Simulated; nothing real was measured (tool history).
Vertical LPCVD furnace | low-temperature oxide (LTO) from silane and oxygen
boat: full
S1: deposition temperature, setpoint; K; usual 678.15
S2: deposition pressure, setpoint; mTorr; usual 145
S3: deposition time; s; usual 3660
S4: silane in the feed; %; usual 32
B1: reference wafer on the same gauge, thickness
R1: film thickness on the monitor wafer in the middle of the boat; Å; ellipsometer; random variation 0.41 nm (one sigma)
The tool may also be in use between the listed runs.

Run 1, hour 0.0: usual settings; B1 237.96. Result: R1 2879.8 Å.
Run 2, hour 32.3: usual settings; B1 238.02. Result: R1 2876.4 Å.
Run 3, hour 65.8: usual settings; B1 237.94. Result: R1 2878.2 Å.
Run 4, hour 88.1: usual settings; B1 238.02. Result: R1 2880.2 Å.
Run 5, hour 118.7: usual settings; B1 237.94. Result: R1 2884.9 Å.
Run 6, hour 136.6: usual settings; B1 237.90. Result: R1 2888.5 Å.
Run 7, hour 169.2: usual settings; B1 237.94. Result: R1 2882.3 Å.
Run 8, hour 201.6: usual settings; B1 237.99. Result: R1 2882.8 Å.
Run 9, hour 217.9: usual settings; B1 237.98. Result: R1 2879.4 Å.
Run 10, hour 249.2: usual settings but S1 673.15 K, S2 135 mTorr, S4 34 %; B1 238.00. Result: R1 2772.1 Å.
Run 11, hour 355.5: usual settings but S1 674.15 K, S2 160 mTorr, S3 4830 s, S4 36 %; B1 238.01. Result: R1 4702.0 Å.
Run 12, hour 389.1: usual settings but S3 2580 s, S4 38 %; B1 237.88. Result: R1 2454.9 Å.
Run 13, hour 397.8: usual settings but S1 673.15 K, S2 135 mTorr, S4 34 %; B1 238.07. Result: R1 2652.8 Å.
Run 14, hour 492.8: usual settings; B1 237.99. Result: R1 2779.3 Å.
Run 15, hour 513.3: usual settings but S1 668.15 K, S3 2220 s, S4 29 %; B1 238.03. Result: R1 1298.9 Å.
Run 16, hour 526.2: usual settings but S1 667.15 K, S2 110 mTorr, S3 2340 s, S4 26 %; B1 237.93. Result: R1 868.9 Å.

Not shown: 4 entries that the log had between the listed runs. Between which runs, and how does the tool's hidden state differ before and after?
Between runs 10 and 11: thermocouples replaced and temperature profile calibrated (hour 334.8); silane flow controller replaced (hour 355.0)
  true pressure minus gauge reading, mTorr: 6.88 -> 7.23
  measured less the result without the state, R1: +134.4 -> +203.4 Å
Between runs 11 and 12: pressure gauge zeroed (hour 388.6)
  true pressure minus gauge reading, mTorr: 7.23 -> 1.05
  measured less the result without the state, R1: +203.4 -> +17.6 Å
Between runs 13 and 14: gauge calibrated (hour 419.6)
  no hidden state differs between the two runs
  measured less the result without the state, R1: +20.5 -> +20.1 Å
